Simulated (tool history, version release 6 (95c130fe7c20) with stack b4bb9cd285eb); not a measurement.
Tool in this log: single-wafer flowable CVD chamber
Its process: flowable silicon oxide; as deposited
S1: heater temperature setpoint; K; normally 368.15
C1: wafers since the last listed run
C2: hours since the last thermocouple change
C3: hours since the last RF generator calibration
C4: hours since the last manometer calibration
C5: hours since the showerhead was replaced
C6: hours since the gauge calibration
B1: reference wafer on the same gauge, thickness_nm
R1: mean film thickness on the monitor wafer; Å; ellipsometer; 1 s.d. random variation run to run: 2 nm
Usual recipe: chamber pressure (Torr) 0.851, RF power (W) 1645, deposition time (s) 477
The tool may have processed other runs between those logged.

{"run": 1, "day": 0.0, "S1": 368.15, "chamber pressure (Torr)": 0.851, "RF power (W)": 1645, "deposition time (s)": 477, "C1": 0, "C2": 847.5, "C3": 2566.5, "C4": 1052.1, "C5": 26.5, "C6": 471.9, "B1": 341.427, "R1": 3487.82}
{"day": 0.512, "done": "gauge calibrated"}
{"day": 0.725, "done": "RF generator calibrated"}
{"run": 2, "day": 0.742, "S1": 368.15, "chamber pressure (Torr)": 0.851, "RF power (W)": 1645, "deposition time (s)": 477, "C1": 35, "C2": 865.3, "C3": 0.4, "C4": 1069.9, "C5": 44.3, "C6": 5.5, "B1": 341.816, "R1": 3473.18}
{"run": 3, "day": 1.008, "S1": 368.15, "chamber pressure (Torr)": 0.851, "RF power (W)": 1645, "deposition time (s)": 477, "C1": 23, "C2": 871.7, "C3": 6.8, "C4": 1076.3, "C5": 50.7, "C6": 11.9, "B1": 341.613, "R1": 3494.81}
{"day": 1.392, "done": "capacitance manometer re-zeroed and calibrated"}
{"run": 4, "day": 1.412, "S1": 368.15, "chamber pressure (Torr)": 0.851, "RF power (W)": 1645, "deposition time (s)": 477, "C1": 6, "C2": 881.4, "C3": 16.5, "C4": 0.5, "C5": 60.4, "C6": 21.6, "B1": 342.495, "R1": 3515.48}
{"run": 5, "day": 1.846, "S1": 364.15, "chamber pressure (Torr)": 0.851, "RF power (W)": 1645, "deposition time (s)": 477, "C1": 37, "C2": 891.8, "C3": 26.9, "C4": 10.9, "C5": 70.8, "C6": 32.0, "B1": 341.2, "R1": 4096.17}
{"run": 6, "day": 2.138, "S1": 379.15, "chamber pressure (Torr)": 0.851, "RF power (W)": 1645, "deposition time (s)": 477, "C1": 25, "C2": 898.8, "C3": 33.9, "C4": 17.9, "C5": 77.8, "C6": 39.0, "B1": 342.346, "R1": 2282.89}
{"run": 7, "day": 2.825, "S1": 368.15, "chamber pressure (Torr)": 0.851, "RF power (W)": 1800, "deposition time (s)": 477, "C1": 59, "C2": 915.3, "C3": 50.4, "C4": 34.4, "C5": 94.3, "C6": 55.5, "B1": 341.839, "R1": 3549.39}
{"run": 8, "day": 3.271, "S1": 368.15, "chamber pressure (Torr)": 0.851, "RF power (W)": 1645, "deposition time (s)": 477, "C1": 38, "C2": 926.0, "C3": 61.1, "C4": 45.1, "C5": 105.0, "C6": 66.2, "B1": 341.796, "R1": 3499.21}
{"run": 9, "day": 3.938, "S1": 368.15, "chamber pressure (Torr)": 0.851, "RF power (W)": 1645, "deposition time (s)": 477, "C1": 57, "C2": 942.0, "C3": 77.1, "C4": 61.1, "C5": 121.0, "C6": 82.2, "B1": 341.29, "R1": 3485.89}
{"run": 10, "day": 4.538, "S1": 381.15, "chamber pressure (Torr)": 0.851, "RF power (W)": 1645, "deposition time (s)": 477, "C1": 52, "C2": 956.4, "C3": 91.5, "C4": 75.5, "C5": 135.4, "C6": 96.6, "B1": 342.202, "R1": 2143.93}
{"run": 11, "day": 5.129, "S1": 368.15, "chamber pressure (Torr)": 0.851, "RF power (W)": 1645, "deposition time (s)": 477, "C1": 51, "C2": 970.6, "C3": 105.7, "C4": 89.7, "C5": 149.6, "C6": 110.8, "B1": 342.889, "R1": 3474.55}
{"run": 12, "day": 5.512, "S1": 378.15, "chamber pressure (Torr)": 0.851, "RF power (W)": 1885, "deposition time (s)": 477, "C1": 33, "C2": 979.8, "C3": 114.9, "C4": 98.9, "C5": 158.8, "C6": 120.0, "B1": 341.951, "R1": 2451.4}
{"day": 6.242, "done": "thermocouple changed; heater temperature recalibrated"}
{"run": 13, "day": 7.633, "S1": 368.15, "chamber pressure (Torr)": 0.851, "RF power (W)": 1645, "deposition time (s)": 437, "C1": 155, "C2": 33.4, "C3": 165.8, "C4": 149.8, "C5": 209.7, "C6": 170.9, "B1": 341.776, "R1": 3335.83}
{"run": 14, "day": 8.367, "S1": 380.15, "chamber pressure (Torr)": 0.851, "RF power (W)": 1645, "deposition time (s)": 517, "C1": 63, "C2": 51.0, "C3": 183.4, "C4": 167.4, "C5": 227.3, "C6": 188.5, "B1": 342.132, "R1": 2528.02}
{"run": 15, "day": 8.917, "S1": 381.15, "chamber pressure (Torr)": 0.851, "RF power (W)": 1390, "deposition time (s)": 477, "C1": 47, "C2": 64.2, "C3": 196.6, "C4": 180.6, "C5": 240.5, "C6": 201.7, "B1": 341.759, "R1": 2120.33}
{"run": 16, "day": 9.604, "S1": 368.15, "chamber pressure (Torr)": 0.851, "RF power (W)": 1645, "deposition time (s)": 477, "C1": 59, "C2": 80.7, "C3": 213.1, "C4": 197.1, "C5": 257.0, "C6": 218.2, "B1": 342.258, "R1": 3703.01}
{"run": 17, "day": 9.904, "S1": 368.15, "chamber pressure (Torr)": 0.851, "RF power (W)": 1530, "deposition time (s)": 411, "C1": 26, "C2": 87.9, "C3": 220.3, "C4": 204.3, "C5": 264.2, "C6": 225.4, "B1": 342.097, "R1": 3093.26}
{"run": 18, "day": 10.238, "S1": 368.15, "chamber pressure (Torr)": 0.851, "RF power (W)": 1645, "deposition time (s)": 477, "C1": 28, "C2": 95.9, "C3": 228.3, "C4": 212.3, "C5": 272.2, "C6": 233.4, "B1": 341.548, "R1": 3665.53}
{"run": 19, "day": 10.738, "S1": 368.15, "chamber pressure (Torr)": 0.851, "RF power (W)": 1645, "deposition time (s)": 477, "C1": 43, "C2": 107.9, "C3": 240.3, "C4": 224.3, "C5": 284.2, "C6": 245.4, "B1": 341.558, "R1": 3669.35}
{"run": 20, "day": 11.283, "S1": 353.15, "chamber pressure (Torr)": 0.851, "RF power (W)": 1395, "deposition time (s)": 436, "C1": 47, "C2": 121.0, "C3": 253.4, "C4": 237.4, "C5": 297.3, "C6": 258.5, "B1": 342.347, "R1": 5398.31}
{"run": 21, "day": 11.938, "S1": 362.15, "chamber pressure (Torr)": 0.77, "RF power (W)": 1945, "deposition time (s)": 477, "C1": 56, "C2": 136.7, "C3": 269.1, "C4": 253.1, "C5": 313.0, "C6": 274.2, "B1": 341.227, "R1": 4375.67}
{"run": 22, "day": 12.308, "S1": 368.15, "chamber pressure (Torr)": 0.851, "RF power (W)": 1645, "deposition time (s)": 477, "C1": 32, "C2": 145.6, "C3": 278.0, "C4": 262.0, "C5": 321.9, "C6": 283.1, "B1": 342.249, "R1": 3681.98}
{"run": 23, "day": 12.704, "S1": 357.15, "chamber pressure (Torr)": 0.851, "RF power (W)": 1645, "deposition time (s)": 477, "C1": 34, "C2": 155.1, "C3": 287.5, "C4": 271.5, "C5": 331.4, "C6": 292.6, "B1": 342.812, "R1": 5422.22}
{"run": 24, "day": 12.962, "S1": 368.15, "chamber pressure (Torr)": 0.655, "RF power (W)": 1385, "deposition time (s)": 446, "C1": 22, "C2": 161.3, "C3": 293.7, "C4": 277.7, "C5": 337.6, "C6": 298.8, "B1": 342.156, "R1": 2580.44}
{"run": 25, "day": 13.583, "S1": 368.15, "chamber pressure (Torr)": 0.851, "RF power (W)": 1645, "deposition time (s)": 477, "C1": 53, "C2": 176.2, "C3": 308.6, "C4": 292.6, "C5": 352.5, "C6": 313.7, "B1": 342.178, "R1": 3695.57}
{"run": 26, "day": 13.908, "S1": 357.15, "chamber pressure (Torr)": 0.851, "RF power (W)": 1645, "deposition time (s)": 385, "C1": 28, "C2": 184.0, "C3": 316.4, "C4": 300.4, "C5": 360.3, "C6": 321.5, "B1": 341.741, "R1": 4387.48}
{"run": 27, "day": 14.267, "S1": 368.15, "chamber pressure (Torr)": 0.851, "RF power (W)": 1645, "deposition time (s)": 477, "C1": 31, "C2": 192.6, "C3": 325.0, "C4": 309.0, "C5": 368.9, "C6": 330.1, "B1": 342.209, "R1": 3677.03}
{"run": 28, "day": 14.533, "S1": 374.15, "chamber pressure (Torr)": 0.851, "RF power (W)": 1645, "deposition time (s)": 477, "C1": 23, "C2": 199.0, "C3": 331.4, "C4": 315.4, "C5": 375.3, "C6": 336.5, "B1": 341.248, "R1": 2920.59}

Each row is a separate what-if for the run after 28, all from the same tool condition, not one after another. Results?
{"run": "A", "day": 14.554, "S1": 376.15, "chamber pressure (Torr)": 0.851, "RF power (W)": 1645, "deposition time (s)": 477, "C1": 1, "C2": 199.5, "C3": 331.9, "C4": 315.9, "C5": 375.8, "C6": 337.0, "B1": "?", "R1": "?"}
{"run": "B", "day": 14.554, "S1": 360.15, "chamber pressure (Torr)": 0.654, "RF power (W)": 1485, "deposition time (s)": 477, "C1": 1, "C2": 199.5, "C3": 331.9, "C4": 315.9, "C5": 375.8, "C6": 337.0, "B1": "?", "R1": "?"}
{"run": "C", "day": 14.554, "S1": 363.15, "chamber pressure (Torr)": 0.851, "RF power (W)": 1645, "deposition time (s)": 519, "C1": 1, "C2": 199.5, "C3": 331.9, "C4": 315.9, "C5": 375.8, "C6": 337.0, "B1": "?", "R1": "?"}
{"run": "D", "day": 14.554, "S1": 368.15, "chamber pressure (Torr)": 0.851, "RF power (W)": 1345, "deposition time (s)": 477, "C1": 1, "C2": 199.5, "C3": 331.9, "C4": 315.9, "C5": 375.8, "C6": 337.0, "B1": "?", "R1": "?"}

run=A B1=342.193 R1=2714.56
run=B B1=342.193 R1=3748.42
run=C B1=342.193 R1=4826.36
run=D B1=342.193 R1=3436.17
Had the tool no hidden state, the same runs would have come out as:
run=A R1=2707.52
run=B R1=3739.76
run=C R1=4815.43
run=D R1=3427.34
